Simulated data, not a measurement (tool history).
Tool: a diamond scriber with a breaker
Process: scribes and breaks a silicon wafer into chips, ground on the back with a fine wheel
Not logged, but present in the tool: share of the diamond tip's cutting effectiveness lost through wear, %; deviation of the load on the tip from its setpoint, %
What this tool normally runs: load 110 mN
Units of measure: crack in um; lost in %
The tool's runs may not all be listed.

run,hour,load,wafers since the last listed run,hours since the diamond tip was replaced,hours since the load on the tip was calibrated,"incoming depth of the damage left on the back of the incoming wafer, um",crack,lost
1,0,110,0,88.5,482,2.78,13.94,1.7
2,12.9,121,46,101.4,494.9,2.93,15.04,2.23
3,43,110,109,131.5,525,2.07,14.31,1.16
4,73.6,99,111,162.1,555.6,2.09,13.58,1.88
5,109.5,99,130,198,591.5,2.49,13.9,2.2
6,122.8,110,48,211.3,604.8,2.15,14.7,1.39
7,144.8,110,80,233.3,626.8,2.36,14.73,1.5
8,168.6,110,86,257.1,650.6,2.43,14.43,1.82
9,242.5,110,268,331,724.5,2.14,14.74,1.07
10,263.8,136,77,352.3,745.8,1.55,16.51,2.8
11,279.8,136,58,368.3,761.8,1.51,16.13,2.72
12,297.9,136,65,386.4,779.9,1.99,15.92,2.59
13,313.1,110,55,401.6,795.1,2.75,14.19,1.88
14,327.6,110,52,416.1,809.6,2.39,13.87,1.41
15,360,90,117,448.5,842,1.92,13.06,2.88
16,383.8,90,86,472.3,865.8,1.75,13.13,2.58
# hour 388.4: diamond tip replaced by a new one
17,440.1,90,197,51.7,922.1,1.79,13.23,2.47
18,469.4,110,106,81,951.4,2.49,14.28,1.52
19,486.6,110,62,98.2,968.6,1.82,14.42,1.13
20,509.8,110,84,121.4,991.8,2.72,14.31,1.87
21,534.2,110,88,145.8,1016.2,1.85,14.64,1.17
22,566.3,90,116,177.9,1048.3,2.14,13.18,2.87
23,589,83,82,200.6,1071,2.35,12.19,4.22
24,608,138,69,219.6,1090,2.68,16.49,3.52
25,630.7,88,82,242.3,1112.7,2.42,12.68,3.59
# hour 643.1: load on the tip recalibrated
26,658,100,92,269.6,14.9,2.16,14.09,1.64
27,675.6,138,64,287.2,32.5,2.5,16.53,3.65
28,696.2,85,74,307.8,53.1,2.19,12.63,4.21
29,708.4,84,44,320,65.3,2.86,12.27,4.98
30,805.1,94,351,416.7,162,2.56,13.39,2.71
31,839.6,123,125,451.2,196.5,2.27,15.37,1.56
32,916.6,110,280,528.2,273.5,2.22,13.93,1.44
# hour 933.5: diamond tip replaced by a new one
33,953.9,110,128,20.4,310.8,2.99,14.51,2.13
34,978.6,110,89,45.1,335.5,2.5,14.16,1.62
35,1005.6,93,98,72.1,362.5,2.1,13.56,2.07
36,1023.7,142,65,90.2,380.6,2.82,16.83,4.3
37,1052.3,82,104,118.8,409.2,2.32,12.47,4.63
38,1076.6,110,88,143.1,433.5,1.69,14.3,1.23
39,1110.9,110,124,177.4,467.8,2.28,14.26,1.27
40,1133.7,110,82,200.2,490.6,1.88,14.33,1.28
41,1167.3,77,122,233.8,524.2,1.91,12.18,4.99
42,1238.5,102,259,305,595.4,2.76,14.04,2.3

Here are 4 independent what-if runs from the current tool condition. What would each one return?
A,1239.1,110,2,305.6,596,2.93,?,?
B,1239.1,96,2,305.6,596,2.93,?,?
C,1239.1,135,2,305.6,596,2.93,?,?
D,1239.1,129,2,305.6,596,2.93,?,?

run,crack,lost
A,14.31,1.71
B,13.29,2.51
C,16.06,2.81
D,15.65,2.32
Without the tool's hidden state the same runs would have given:
run,crack,lost
A,14.31,1.71
B,13.29,2.51
C,16.06,2.81
D,15.65,2.32
